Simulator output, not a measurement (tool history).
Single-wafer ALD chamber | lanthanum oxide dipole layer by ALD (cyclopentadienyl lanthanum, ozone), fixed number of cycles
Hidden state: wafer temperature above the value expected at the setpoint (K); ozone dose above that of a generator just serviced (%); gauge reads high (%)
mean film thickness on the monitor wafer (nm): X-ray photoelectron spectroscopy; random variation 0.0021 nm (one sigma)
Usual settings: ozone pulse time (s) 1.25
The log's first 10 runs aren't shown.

run,hour,ozone pulse time (s),wafers since the last listed run,hours since the last thermocouple change,hours since the last ozone generator service,hours since the showerhead was replaced,hours since the gauge calibration,"read-back reference wafer on the same gauge, thickness_nm",mean film thickness on the monitor wafer (nm)
# hour 731.8: ozone generator serviced
11,784.1,1.25,1213,1376,52.3,105.9,1770,0.471,0.507
12,862.1,1.25,1596,1454,130.3,183.9,1848,0.471,0.5
13,908.6,1.25,951,1500.5,176.8,230.4,1894.5,0.471,0.497
14,1003.1,1.25,1933,1595,271.3,324.9,1989,0.471,0.5
15,1042.2,1.25,800,1634.1,310.4,364,2028.1,0.471,0.502
# hour 1109.1: thermocouple changed; heater temperature recalibrated
16,1109.7,1.25,1217,0.6,377.9,431.5,2095.6,0.471,0.495
17,1210.9,1.46,2071,101.8,479.1,532.7,2196.8,0.471,0.519
18,1293.6,0.97,1692,184.5,561.8,615.4,2279.5,0.471,0.438
# hour 1317: gauge calibrated
19,1350.6,1.6,1166,241.5,618.8,672.4,33.6,0.471,0.529
20,1424,1.39,1502,314.9,692.2,745.8,107,0.471,0.512

The next listed run, before its measurement:
21,1515.3,1.25,1868,406.2,783.5,837.1,198.3,?,?

{"run 21": {"read-back reference wafer on the same gauge, thickness_nm": 0.471, "mean film thickness on the monitor wafer (nm)": 0.492}}
Without the tool's hidden state the same run would have given mean film thickness on the monitor wafer (nm) 0.503.

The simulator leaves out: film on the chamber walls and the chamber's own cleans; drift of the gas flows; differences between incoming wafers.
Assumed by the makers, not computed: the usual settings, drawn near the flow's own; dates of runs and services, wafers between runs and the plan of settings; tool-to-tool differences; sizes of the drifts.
